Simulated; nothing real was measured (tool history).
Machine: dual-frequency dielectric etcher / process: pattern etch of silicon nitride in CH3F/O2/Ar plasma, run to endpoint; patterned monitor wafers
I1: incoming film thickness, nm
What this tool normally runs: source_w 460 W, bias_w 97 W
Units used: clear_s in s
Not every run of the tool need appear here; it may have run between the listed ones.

{"run": 1, "day": 0.0, "source_w": 460, "bias_w": 97, "I1": 28.37, "clear_s": 35}
{"run": 2, "day": 1.162, "source_w": 460, "bias_w": 97, "I1": 28.48, "clear_s": 35.2}
{"run": 3, "day": 2.325, "source_w": 460, "bias_w": 97, "I1": 28.17, "clear_s": 34.7}
{"run": 4, "day": 3.279, "source_w": 460, "bias_w": 97, "I1": 28.21, "clear_s": 34.7}
{"run": 5, "day": 4.054, "source_w": 380, "bias_w": 97, "I1": 28.14, "clear_s": 36.3}
{"run": 6, "day": 4.888, "source_w": 380, "bias_w": 97, "I1": 28.04, "clear_s": 36.4}
{"run": 7, "day": 6.188, "source_w": 410, "bias_w": 102, "I1": 28.74, "clear_s": 35.9}
{"day": 8.046, "done": "wet clean of the chamber, repeated, since the last time left the tool worse"}
{"run": 8, "day": 8.067, "source_w": 460, "bias_w": 105, "I1": 28.47, "clear_s": 36.4}
{"run": 9, "day": 8.671, "source_w": 460, "bias_w": 105, "I1": 28.67, "clear_s": 36.9}
{"run": 10, "day": 9.838, "source_w": 460, "bias_w": 97, "I1": 28.37, "clear_s": 37}
{"run": 11, "day": 11.192, "source_w": 460, "bias_w": 97, "I1": 28.61, "clear_s": 37.4}
{"run": 12, "day": 12.329, "source_w": 460, "bias_w": 97, "I1": 28.64, "clear_s": 37}
{"run": 13, "day": 13.033, "source_w": 400, "bias_w": 80, "I1": 28.47, "clear_s": 40.4}
{"day": 13.65, "done": "source power generator calibrated"}
{"run": 14, "day": 13.671, "source_w": 400, "bias_w": 89, "I1": 28.6, "clear_s": 38.9}
{"run": 15, "day": 14.479, "source_w": 460, "bias_w": 97, "I1": 28.74, "clear_s": 37}
{"run": 16, "day": 15.792, "source_w": 460, "bias_w": 97, "I1": 28.65, "clear_s": 36.6}
{"run": 17, "day": 16.962, "source_w": 570, "bias_w": 120, "I1": 28.73, "clear_s": 32.7}
{"run": 18, "day": 17.471, "source_w": 360, "bias_w": 84, "I1": 28.56, "clear_s": 40.9}
{"run": 19, "day": 18.904, "source_w": 460, "bias_w": 97, "I1": 28.56, "clear_s": 36.6}
{"run": 20, "day": 19.562, "source_w": 560, "bias_w": 113, "I1": 28.47, "clear_s": 33.1}
{"run": 21, "day": 20.358, "source_w": 410, "bias_w": 120, "I1": 28.7, "clear_s": 36.4}
{"run": 22, "day": 23.221, "source_w": 460, "bias_w": 97, "I1": 28.63, "clear_s": 36.8}
{"run": 23, "day": 24.254, "source_w": 460, "bias_w": 75, "I1": 28.36, "clear_s": 38.5}
{"day": 25.512, "done": "bias power generator calibrated"}
{"day": 25.954, "done": "upper electrode replaced"}
{"run": 24, "day": 25.975, "source_w": 460, "bias_w": 97, "I1": 28.3, "clear_s": 36.2}
{"run": 25, "day": 26.362, "source_w": 560, "bias_w": 97, "I1": 28.79, "clear_s": 34.7}
{"day": 27.479, "done": "wet clean of the chamber"}
{"run": 26, "day": 27.542, "source_w": 420, "bias_w": 90, "I1": 28.87, "clear_s": 39.6}
{"run": 27, "day": 29.021, "source_w": 520, "bias_w": 113, "I1": 28.54, "clear_s": 34.3}
{"run": 28, "day": 29.658, "source_w": 420, "bias_w": 112, "I1": 28.63, "clear_s": 36.9}
{"run": 29, "day": 31.138, "source_w": 400, "bias_w": 78, "I1": 28.78, "clear_s": 41.2}
{"run": 30, "day": 31.879, "source_w": 350, "bias_w": 115, "I1": 28.37, "clear_s": 38.1}
{"run": 31, "day": 33.517, "source_w": 360, "bias_w": 74, "I1": 28.57, "clear_s": 41.9}
{"run": 32, "day": 34.829, "source_w": 460, "bias_w": 97, "I1": 28.27, "clear_s": 36.6}
{"run": 33, "day": 35.404, "source_w": 530, "bias_w": 85, "I1": 28.44, "clear_s": 36.4}
{"run": 34, "day": 36.338, "source_w": 460, "bias_w": 74, "I1": 28.44, "clear_s": 39.2}

5 ways to go on from here, each from the tool as it stands after run 34. What would each give?
{"run": "A", "day": 36.354, "source_w": 460, "bias_w": 110, "I1": 28.52, "clear_s": "?"}
{"run": "B", "day": 36.354, "source_w": 560, "bias_w": 114, "I1": 28.52, "clear_s": "?"}
{"run": "C", "day": 36.354, "source_w": 410, "bias_w": 75, "I1": 28.52, "clear_s": "?"}
{"run": "D", "day": 36.354, "source_w": 420, "bias_w": 108, "I1": 28.52, "clear_s": "?"}
{"run": "E", "day": 36.354, "source_w": 390, "bias_w": 107, "I1": 28.52, "clear_s": "?"}

run=A clear_s=36.1
run=B clear_s=33.8
run=C clear_s=40.8
run=D clear_s=37.2
run=E clear_s=38
What these runs would have given with no unlogged condition in the tool:
run=A clear_s=36.5
run=B clear_s=34.2
run=C clear_s=41.2
run=D clear_s=37.6
run=E clear_s=38.4
